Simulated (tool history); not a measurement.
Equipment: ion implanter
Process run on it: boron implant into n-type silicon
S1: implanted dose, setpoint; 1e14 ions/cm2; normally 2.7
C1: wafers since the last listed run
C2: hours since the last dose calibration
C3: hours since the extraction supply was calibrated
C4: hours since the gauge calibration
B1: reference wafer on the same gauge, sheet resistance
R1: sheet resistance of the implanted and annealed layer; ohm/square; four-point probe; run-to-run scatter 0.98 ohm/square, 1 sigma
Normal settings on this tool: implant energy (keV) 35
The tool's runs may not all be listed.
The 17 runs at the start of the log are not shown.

{"hour": 255.5, "done": "gauge calibrated"}
{"run": 18, "hour": 261.7, "S1": 2.7, "implant energy (keV)": 39.5, "C1": 547, "C2": 114.7, "C3": 4412.7, "C4": 6.2, "B1": 314.04, "R1": 354.58}
{"run": 19, "hour": 268.6, "S1": 2.11, "implant energy (keV)": 29.5, "C1": 210, "C2": 121.6, "C3": 4419.6, "C4": 13.1, "B1": 313.96, "R1": 446.21}
{"run": 20, "hour": 286.2, "S1": 2.01, "implant energy (keV)": 25.5, "C1": 537, "C2": 139.2, "C3": 4437.2, "C4": 30.7, "B1": 313.84, "R1": 476.58}
{"run": 21, "hour": 303.3, "S1": 2.7, "implant energy (keV)": 40, "C1": 522, "C2": 156.3, "C3": 4454.3, "C4": 47.8, "B1": 314.19, "R1": 356.04}
{"run": 22, "hour": 313.7, "S1": 2.7, "implant energy (keV)": 35, "C1": 317, "C2": 166.7, "C3": 4464.7, "C4": 58.2, "B1": 313.68, "R1": 362.48}
{"run": 23, "hour": 328.4, "S1": 3.03, "implant energy (keV)": 40, "C1": 449, "C2": 181.4, "C3": 4479.4, "C4": 72.9, "B1": 314.36, "R1": 325.69}
{"run": 24, "hour": 342.2, "S1": 2.7, "implant energy (keV)": 35, "C1": 421, "C2": 195.2, "C3": 4493.2, "C4": 86.7, "B1": 314.41, "R1": 362.41}
{"hour": 355.0, "done": "extraction supply calibrated"}
{"run": 25, "hour": 381.2, "S1": 2.7, "implant energy (keV)": 35, "C1": 947, "C2": 234.2, "C3": 26.2, "C4": 125.7, "B1": 313.68, "R1": 364.14}
{"run": 26, "hour": 390.6, "S1": 2.38, "implant energy (keV)": 25.5, "C1": 287, "C2": 243.6, "C3": 35.6, "C4": 135.1, "B1": 313.95, "R1": 416.58}
{"run": 27, "hour": 407.3, "S1": 2.7, "implant energy (keV)": 43, "C1": 510, "C2": 260.3, "C3": 52.3, "C4": 151.8, "B1": 314.27, "R1": 354.37}
{"run": 28, "hour": 415.2, "S1": 2.7, "implant energy (keV)": 35, "C1": 241, "C2": 268.2, "C3": 60.2, "C4": 159.7, "B1": 314.17, "R1": 364.84}
{"run": 29, "hour": 430.4, "S1": 3.11, "implant energy (keV)": 38.5, "C1": 464, "C2": 283.4, "C3": 75.4, "C4": 174.9, "B1": 313.45, "R1": 322.48}
{"run": 30, "hour": 436.9, "S1": 3.23, "implant energy (keV)": 46.5, "C1": 198, "C2": 289.9, "C3": 81.9, "C4": 181.4, "B1": 313.81, "R1": 306.03}
{"run": 31, "hour": 447.5, "S1": 2.45, "implant energy (keV)": 39.5, "C1": 323, "C2": 300.5, "C3": 92.5, "C4": 192, "B1": 313.81, "R1": 387.15}
{"run": 32, "hour": 453.7, "S1": 3.12, "implant energy (keV)": 26.5, "C1": 189, "C2": 306.7, "C3": 98.7, "C4": 198.2, "B1": 313.88, "R1": 334.94}
{"run": 33, "hour": 462.8, "S1": 3.01, "implant energy (keV)": 29.5, "C1": 278, "C2": 315.8, "C3": 107.8, "C4": 207.3, "B1": 314.18, "R1": 340.79}
{"run": 34, "hour": 474.3, "S1": 3.48, "implant energy (keV)": 43.5, "C1": 351, "C2": 327.3, "C3": 119.3, "C4": 218.8, "B1": 313.82, "R1": 291.6}

What if the next run were any one of these 3? Each begins from the tool's condition after run 34:
{"run": "A", "hour": 474.7, "S1": 2.7, "implant energy (keV)": 35, "C1": 12, "C2": 327.7, "C3": 119.7, "C4": 219.2, "B1": "?", "R1": "?"}
{"run": "B", "hour": 474.7, "S1": 3.08, "implant energy (keV)": 23.5, "C1": 12, "C2": 327.7, "C3": 119.7, "C4": 219.2, "B1": "?", "R1": "?"}
{"run": "C", "hour": 474.7, "S1": 2.02, "implant energy (keV)": 29, "C1": 12, "C2": 327.7, "C3": 119.7, "C4": 219.2, "B1": "?", "R1": "?"}

run=A B1=314.14 R1=363.56
run=B B1=314.14 R1=341.53
run=C B1=314.14 R1=466.88
The same runs, with their run-to-run variation unchanged, on a tool lacking any hidden condition would have given:
run=A R1=356.73
run=B R1=334.99
run=C R1=458.19
